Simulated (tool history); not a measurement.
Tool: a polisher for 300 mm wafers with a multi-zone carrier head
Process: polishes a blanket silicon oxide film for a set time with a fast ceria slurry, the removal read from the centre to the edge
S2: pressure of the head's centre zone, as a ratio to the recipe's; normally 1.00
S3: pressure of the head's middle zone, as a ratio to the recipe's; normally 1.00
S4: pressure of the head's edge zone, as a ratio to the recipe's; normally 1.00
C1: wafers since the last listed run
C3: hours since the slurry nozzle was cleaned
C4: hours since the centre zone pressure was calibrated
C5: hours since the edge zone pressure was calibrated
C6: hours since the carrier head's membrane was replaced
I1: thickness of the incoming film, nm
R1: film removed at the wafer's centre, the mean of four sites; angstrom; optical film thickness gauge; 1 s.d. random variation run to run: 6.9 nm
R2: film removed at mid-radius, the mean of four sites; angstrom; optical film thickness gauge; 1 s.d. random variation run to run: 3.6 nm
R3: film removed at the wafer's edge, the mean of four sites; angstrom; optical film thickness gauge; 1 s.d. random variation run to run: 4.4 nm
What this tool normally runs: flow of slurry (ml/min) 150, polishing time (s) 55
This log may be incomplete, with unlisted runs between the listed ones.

run 1 day=0.000 | flow_of_slurry_(ml/min)=150 S2=1.00 S3=1.00 S4=1.00 polishing_time_(s)=55 | C1=0 wafers_polished_on_this_pad=46 C3=57.4 C4=1077.1 C5=874.6 C6=840.4 | I1=3434.8 | R1=5500 R2=5566 R3=5675
run 2 day=1.200 | flow_of_slurry_(ml/min)=150 S2=1.00 S3=1.00 S4=1.00 polishing_time_(s)=55 | C1=369 wafers_polished_on_this_pad=415 C3=86.2 C4=1105.9 C5=903.4 C6=869.2 | I1=3407.3 | R1=5201 R2=5265 R3=5360
run 3 day=2.604 | flow_of_slurry_(ml/min)=150 S2=1.00 S3=1.00 S4=1.00 polishing_time_(s)=55 | C1=431 wafers_polished_on_this_pad=847 C3=119.9 C4=1139.6 C5=937.1 C6=902.9 | I1=3453.5 | R1=5088 R2=5163 R3=5232
-- day=3.125 worn pad replaced by a new one
run 4 day=3.150 | flow_of_slurry_(ml/min)=190 S2=0.96 S3=1.00 S4=1.00 polishing_time_(s)=55 | C1=116 wafers_polished_on_this_pad=7 C3=133.0 C4=1152.7 C5=950.2 C6=916.0 | I1=3505.7 | R1=5482 R2=5778 R3=5938
run 5 day=4.483 | flow_of_slurry_(ml/min)=150 S2=1.00 S3=1.00 S4=1.00 polishing_time_(s)=55 | C1=410 wafers_polished_on_this_pad=417 C3=165.0 C4=1184.7 C5=982.2 C6=948.0 | I1=3475.3 | R1=5176 R2=5318 R3=5310
run 6 day=5.062 | flow_of_slurry_(ml/min)=150 S2=1.00 S3=1.00 S4=1.00 polishing_time_(s)=55 | C1=178 wafers_polished_on_this_pad=595 C3=178.9 C4=1198.6 C5=996.1 C6=961.9 | I1=3480.9 | R1=5053 R2=5267 R3=5307
run 7 day=5.904 | flow_of_slurry_(ml/min)=150 S2=1.00 S3=1.00 S4=1.00 polishing_time_(s)=55 | C1=258 wafers_polished_on_this_pad=854 C3=199.1 C4=1218.8 C5=1016.3 C6=982.1 | I1=3487.6 | R1=5188 R2=5211 R3=5306
-- day=6.042 edge zone pressure recalibrated
-- day=6.625 worn pad replaced by a new one
run 8 day=7.404 | flow_of_slurry_(ml/min)=150 S2=1.00 S3=1.00 S4=1.00 polishing_time_(s)=50 | C1=384 wafers_polished_on_this_pad=239 C3=235.1 C4=1254.8 C5=32.7 C6=1018.1 | I1=3549.8 | R1=4784 R2=4858 R3=4943
-- day=7.658 slurry nozzle cleaned
run 9 day=8.792 | flow_of_slurry_(ml/min)=150 S2=1.00 S3=1.00 S4=1.00 polishing_time_(s)=55 | C1=413 wafers_polished_on_this_pad=653 C3=27.2 C4=1288.1 C5=66.0 C6=1051.4 | I1=3474.8 | R1=5162 R2=5156 R3=5254
run 10 day=9.671 | flow_of_slurry_(ml/min)=150 S2=1.00 S3=1.12 S4=1.00 polishing_time_(s)=55 | C1=270 wafers_polished_on_this_pad=923 C3=48.3 C4=1309.2 C5=87.1 C6=1072.5 | I1=3551.1 | R1=4955 R2=5633 R3=5185
-- day=9.883 worn pad replaced by a new one
-- day=10.404 carrier head's membrane replaced by a new one
-- day=10.950 centre zone pressure recalibrated
run 11 day=10.992 | flow_of_slurry_(ml/min)=190 S2=0.96 S3=1.00 S4=1.00 polishing_time_(s)=55 | C1=265 wafers_polished_on_this_pad=250 C3=80.0 C4=1.0 C5=118.8 C6=14.1 | I1=3406.6 | R1=5182 R2=5439 R3=5445
run 12 day=11.679 | flow_of_slurry_(ml/min)=150 S2=0.91 S3=1.00 S4=1.00 polishing_time_(s)=55 | C1=211 wafers_polished_on_this_pad=462 C3=96.5 C4=17.5 C5=135.3 C6=30.6 | I1=3485.6 | R1=4730 R2=5242 R3=5332
run 13 day=12.371 | flow_of_slurry_(ml/min)=105 S2=1.00 S3=1.00 S4=0.90 polishing_time_(s)=55 | C1=212 wafers_polished_on_this_pad=675 C3=113.1 C4=34.1 C5=151.9 C6=47.2 | I1=3480.9 | R1=4964 R2=4915 R3=4778
run 14 day=13.233 | flow_of_slurry_(ml/min)=150 S2=1.00 S3=0.91 S4=0.92 polishing_time_(s)=55 | C1=265 wafers_polished_on_this_pad=940 C3=133.8 C4=54.8 C5=172.6 C6=67.9 | I1=3434.3 | R1=5097 R2=4697 R3=5034

Run 15 has not been measured yet. What should we expect?
-- day=13.871 worn pad replaced by a new one
run 15 day=14.017 | flow_of_slurry_(ml/min)=150 S2=1.00 S3=1.00 S4=1.00 polishing_time_(s)=65 | C1=189 wafers_polished_on_this_pad=44 C3=152.6 C4=73.6 C5=191.4 C6=86.7 | I1=3480.5 | R1=? R2=? R3=?

R1: 6467 angstrom
R2: 6648 angstrom
R3: 6622 angstrom
With the hidden condition absent and the run-to-run variation left alone, this run would have shown R1 6559 angstrom, R2 6743 angstrom, R3 6717 angstrom.
